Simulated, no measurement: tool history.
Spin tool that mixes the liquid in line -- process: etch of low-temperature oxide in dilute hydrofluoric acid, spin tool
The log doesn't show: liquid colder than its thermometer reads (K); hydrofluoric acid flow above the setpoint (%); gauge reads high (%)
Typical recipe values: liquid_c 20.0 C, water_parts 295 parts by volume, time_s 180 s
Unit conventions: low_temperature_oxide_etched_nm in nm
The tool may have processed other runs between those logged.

| run | day | liquid_c | water_parts | time_s | wafers since the last listed run | hours since the thermometer was replaced | hours since the hydrofluoric acid flow meter was replaced | hours since the gauge calibration | read-back film thickness of the low-temperature oxide reference wafer, read on the same gauge (nm) | low_temperature_oxide_etched_nm |
|---|---|---|---|---|---|---|---|---|---|---|
| 1 | 0.000 | 20.0 | 295 | 180 | 0 | 1949.1 | 1319.4 | 400.1 | 50.00 | 9.65 |
| 2 | 1.954 | 20.0 | 295 | 180 | 355 | 1996.0 | 1366.3 | 447.0 | 50.00 | 9.73 |
| 3 | 4.596 | 20.0 | 295 | 180 | 480 | 2059.4 | 1429.7 | 510.4 | 50.00 | 9.74 |
| 4 | 7.583 | 20.0 | 295 | 180 | 543 | 2131.1 | 1501.4 | 582.1 | 50.01 | 9.74 |
| 5 | 9.804 | 20.0 | 295 | 180 | 403 | 2184.4 | 1554.7 | 635.4 | 49.98 | 9.73 |
| 6 | 12.296 | 20.0 | 295 | 180 | 452 | 2244.2 | 1614.5 | 695.2 | 50.00 | 9.69 |
|  | 13.217 | thermometer replaced |
| 7 | 14.775 | 20.0 | 295 | 180 | 443 | 37.4 | 1674.0 | 754.7 | 50.01 | 9.85 |
| 8 | 17.625 | 20.0 | 295 | 180 | 518 | 105.8 | 1742.4 | 823.1 | 50.01 | 9.79 |
| 9 | 18.721 | 21.5 | 355 | 180 | 199 | 132.1 | 1768.7 | 849.4 | 49.99 | 8.12 |
|  | 19.608 | gauge calibrated |
|  | 20.475 | hydrofluoric acid flow meter replaced |
| 10 | 21.488 | 20.0 | 295 | 180 | 495 | 198.5 | 24.3 | 45.1 | 49.99 | 9.32 |
| 11 | 22.771 | 20.0 | 295 | 180 | 233 | 229.3 | 55.1 | 75.9 | 49.99 | 9.37 |
| 12 | 25.208 | 23.5 | 295 | 225 | 443 | 287.8 | 113.6 | 134.4 | 49.99 | 13.24 |
| 13 | 26.275 | 23.0 | 225 | 285 | 193 | 313.4 | 139.2 | 160.0 | 50.00 | 23.17 |
| 14 | 28.092 | 20.0 | 295 | 150 | 330 | 357.0 | 182.8 | 203.6 | 50.01 | 7.81 |
| 15 | 30.842 | 18.0 | 205 | 150 | 499 | 423.0 | 248.8 | 269.6 | 50.00 | 11.37 |
| 16 | 32.333 | 18.5 | 255 | 210 | 271 | 458.8 | 284.6 | 305.4 | 50.00 | 12.48 |
| 17 | 33.875 | 20.0 | 295 | 180 | 280 | 495.8 | 321.6 | 342.4 | 49.99 | 9.41 |
| 18 | 36.142 | 20.0 | 220 | 215 | 412 | 550.2 | 376.0 | 396.8 | 50.02 | 16.17 |
| 19 | 39.129 | 17.5 | 295 | 180 | 543 | 621.9 | 447.7 | 468.5 | 49.99 | 8.57 |

3 options for the next run, each taken on its own from the tool as it stands now. Forecast them:
| A | 39.150 | 20.0 | 295 | 180 | 3 | 622.4 | 448.2 | 469.0 | ? | ? |
| B | 39.150 | 20.0 | 295 | 75 | 3 | 622.4 | 448.2 | 469.0 | ? | ? |
| C | 39.150 | 18.0 | 295 | 180 | 3 | 622.4 | 448.2 | 469.0 | ? | ? |

| run | read-back film thickness of the low-temperature oxide reference wafer, read on the same gauge (nm) | low_temperature_oxide_etched_nm |
|---|---|---|
| A | 50.00 | 9.45 |
| B | 50.00 | 3.94 |
| C | 50.00 | 8.77 |
With the hidden condition removed and each run's random variation left untouched, the same runs would have given:
| run | low_temperature_oxide_etched_nm |
|---|---|
| A | 9.30 |
| B | 3.87 |
| C | 8.63 |

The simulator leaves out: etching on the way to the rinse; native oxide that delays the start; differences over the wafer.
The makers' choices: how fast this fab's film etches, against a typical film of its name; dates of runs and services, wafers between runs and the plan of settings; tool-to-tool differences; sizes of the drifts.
